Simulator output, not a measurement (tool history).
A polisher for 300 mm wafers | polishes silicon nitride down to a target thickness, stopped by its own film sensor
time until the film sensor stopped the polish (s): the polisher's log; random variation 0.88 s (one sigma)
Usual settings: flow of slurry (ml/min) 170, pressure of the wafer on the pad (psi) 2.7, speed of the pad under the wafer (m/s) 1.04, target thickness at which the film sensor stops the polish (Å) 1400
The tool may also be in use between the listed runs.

run,day,flow of slurry (ml/min),pressure of the wafer on the pad (psi),speed of the pad under the wafer (m/s),target thickness at which the film sensor stops the polish (Å),wafers since the last listed run,wafers polished on this pad,hours since the slurry nozzle was cleaned,hours since the head pressure was calibrated,"incoming thickness of the incoming film, nm",time until the film sensor stopped the polish (s)
1,0.000,170,2.7,1.04,1400,0,522,553.6,1144.1,259.4,94.1
2,0.271,130,2.7,1.32,1400,56,578,560.1,1150.6,258.0,79.6
3,0.708,130,2.7,1.32,1400,90,668,570.6,1161.1,261.9,81.7
4,2.021,130,2.7,1.32,1400,271,940,602.1,1192.6,264.1,85.9
5,2.358,170,2.7,1.04,1400,69,1010,610.2,1200.7,258.7,92.6
# day 2.708: worn pad replaced by a new one
6,2.729,170,2.7,1.04,1400,42,3,619.1,1209.6,259.7,94.9
7,3.133,170,2.7,1.22,1400,83,87,628.8,1219.3,263.9,86.5
8,3.633,170,2.7,1.22,1400,103,191,640.8,1231.3,260.4,83.4
9,4.333,210,2.7,1.04,1400,145,336,657.6,1248.1,259.9,90.8
10,5.000,210,2.7,1.04,1400,138,474,673.6,1264.1,259.8,91.3
11,5.883,200,3.0,0.76,1050,183,657,694.8,1285.3,263.4,143.1
# day 6.292: head pressure recalibrated
12,6.312,170,2.7,1.04,1400,71,728,705.1,0.5,258.4,94.2
# day 7.025: worn pad replaced by a new one
13,7.046,170,3.5,0.76,1400,117,4,722.7,18.1,263.2,98.4
14,7.558,170,2.7,1.04,1400,106,110,735.0,30.4,260.2,95.2
15,8.233,170,2.7,1.04,1400,139,250,751.2,46.6,256.8,95.4
16,8.692,125,2.2,1.34,1110,94,345,762.2,57.6,256.8,125.3
# day 8.912: slurry nozzle cleaned
17,9.358,170,2.7,1.30,1400,129,474,10.7,73.6,263.0,89.7
18,10.067,190,2.7,0.74,1400,146,621,27.7,90.6,259.2,129.8
# day 11.133: slurry nozzle cleaned, repeated, since the last time left the tool worse
# day 11.942: worn pad replaced by a new one
19,11.962,145,3.4,1.04,1400,349,4,19.9,136.1,265.1,76.8
20,12.450,220,3.3,1.04,1400,100,105,31.6,147.8,263.3,75.1
21,13.146,170,2.7,1.04,1400,144,249,48.3,164.5,257.4,88.2

Hidden state or all else? Some run-to-run changes of time until the film sensor stopped the polish (s), split into what the settings, what came in and random variation would give without the hidden state, and what is left for the hidden state (with any gauge scatter that isn't in both results):
The hidden state here: removal rate lost through wear of the pad, %; slurry flow missing at the pad, %; deviation of the head's pressure from its setpoint, %.
Run 10 -> 11: flow of slurry (ml/min) 210 -> 200, pressure of the wafer on the pad (psi) 2.7 -> 3.0, speed of the pad under the wafer (m/s) 1.04 -> 0.76, target thickness at which the film sensor stops the polish (Å) 1400 -> 1050. time until the film sensor stopped the polish (s) +51.8: hidden state +2.4, all else +49.4.
Run 15 -> 16: flow of slurry (ml/min) 170 -> 125, pressure of the wafer on the pad (psi) 2.7 -> 2.2, speed of the pad under the wafer (m/s) 1.04 -> 1.34, target thickness at which the film sensor stops the polish (Å) 1400 -> 1110. time until the film sensor stopped the polish (s) +29.9: hidden state +3.7, all else +26.2.
Run 18 -> 19: flow of slurry (ml/min) 190 -> 145, pressure of the wafer on the pad (psi) 2.7 -> 3.4, speed of the pad under the wafer (m/s) 0.74 -> 1.04, slurry nozzle cleaned, repeated, since the last time left the tool worse, worn pad replaced by a new one. time until the film sensor stopped the polish (s) -53.0: hidden state -12.8, all else -40.2.
